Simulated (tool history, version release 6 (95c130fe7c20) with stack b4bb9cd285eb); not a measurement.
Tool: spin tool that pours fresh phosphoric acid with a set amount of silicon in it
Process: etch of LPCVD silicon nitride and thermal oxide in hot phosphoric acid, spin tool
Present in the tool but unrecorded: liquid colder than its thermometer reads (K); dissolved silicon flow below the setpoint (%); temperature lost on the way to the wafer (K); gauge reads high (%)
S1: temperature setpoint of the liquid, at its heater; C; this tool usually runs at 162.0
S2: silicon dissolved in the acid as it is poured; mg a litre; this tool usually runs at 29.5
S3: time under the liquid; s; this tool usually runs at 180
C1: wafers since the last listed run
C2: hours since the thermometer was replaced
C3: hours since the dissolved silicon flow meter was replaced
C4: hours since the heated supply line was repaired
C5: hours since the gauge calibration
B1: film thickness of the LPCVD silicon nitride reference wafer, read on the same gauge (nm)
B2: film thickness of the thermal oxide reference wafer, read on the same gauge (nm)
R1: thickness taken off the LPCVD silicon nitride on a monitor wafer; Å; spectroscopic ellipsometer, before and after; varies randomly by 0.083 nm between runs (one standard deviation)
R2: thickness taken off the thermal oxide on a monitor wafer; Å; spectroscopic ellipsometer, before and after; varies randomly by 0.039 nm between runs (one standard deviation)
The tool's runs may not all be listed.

run	hour	S1	S2	S3	C1	C2	C3	C4	C5	B1	B2	R1	R2
1	0.0	160.5	29.5	180	0	1259.3	410.2	1696.5	140.1	110.00	29.979	155.7	2.43
2	14.1	162.0	29.5	180	135	1273.4	424.3	1710.6	154.2	110.00	29.984	161.7	2.57
3	25.1	162.0	29.5	245	105	1284.4	435.3	1721.6	165.2	110.01	30.001	220.3	3.43
4	42.8	162.0	29.5	210	170	1302.1	453.0	1739.3	182.9	110.00	29.996	188.9	3.11
5	55.5	162.0	29.5	180	122	1314.8	465.7	1752.0	195.6	110.00	30.002	162.3	2.35
# hour 67.4: heated supply line repaired
6	67.9	162.0	29.5	180	109	1327.2	478.1	0.5	208.0	109.99	30.006	162.4	2.43
7	85.4	162.0	29.5	180	168	1344.7	495.6	18.0	225.5	110.01	30.012	161.0	2.24
8	95.2	162.0	29.5	180	94	1354.5	505.4	27.8	235.3	109.99	29.974	162.7	2.29
9	111.2	162.0	38.0	180	153	1370.5	521.4	43.8	251.3	109.98	29.971	162.8	1.79
10	117.6	162.0	38.0	180	61	1376.9	527.8	50.2	257.7	109.97	30.013	162.6	1.45
# hour 122.0: gauge calibrated
11	124.7	163.5	11.0	180	68	1384.0	534.9	57.3	2.7	110.03	29.985	169.0	5.22
12	135.7	159.5	7.5	240	105	1395.0	545.9	68.3	13.7	110.01	30.006	197.7	5.89
# hour 151.7: thermometer replaced
13	180.5	162.0	37.0	180	421	28.8	590.7	113.1	58.5	110.01	30.007	177.1	2.33
14	194.5	162.0	29.5	180	134	42.8	604.7	127.1	72.5	109.99	30.017	175.3	3.64
15	201.9	162.0	29.5	180	71	50.2	612.1	134.5	79.9	110.02	29.998	175.9	2.86
# hour 207.5: dissolved silicon flow meter replaced
16	216.5	163.0	46.0	145	130	64.8	9.0	149.1	94.5	109.99	30.026	146.2	0.97
17	228.6	164.5	10.0	265	116	76.9	21.1	161.2	106.6	109.99	29.997	281.6	7.85
18	237.3	162.0	17.0	180	83	85.6	29.8	169.9	115.3	110.00	29.993	177.6	4.19
19	253.5	164.0	49.5	225	155	101.8	46.0	186.1	131.5	110.00	30.005	234.7	1.62
20	260.3	162.0	29.5	180	65	108.6	52.8	192.9	138.3	110.00	30.002	173.9	2.83
21	270.4	164.0	42.0	85	97	118.7	62.9	203.0	148.4	109.99	30.000	88.3	0.68
22	280.6	163.0	29.5	105	98	128.9	73.1	213.2	158.6	110.02	30.002	106.1	1.62
23	293.2	159.5	13.0	250	121	141.5	85.7	225.8	171.2	110.00	30.016	223.3	5.23

Forecast each of these 3 alternatives for the next run:
A	293.7	162.0	29.5	180	4	142.0	86.2	226.3	171.7	?	?	?	?
B	293.7	160.5	50.0	265	4	142.0	86.2	226.3	171.7	?	?	?	?
C	293.7	160.0	36.0	140	4	142.0	86.2	226.3	171.7	?	?	?	?

run	B1	B2	R1	R2
A	110.01	29.995	175.1	3.46
B	110.01	29.995	245.2	1.87
C	110.01	29.995	127.4	1.73
Had the tool no hidden state, the same runs would have come out as:
run	R1	R2
A	177.1	3.55
B	248.0	1.92
C	128.8	1.78
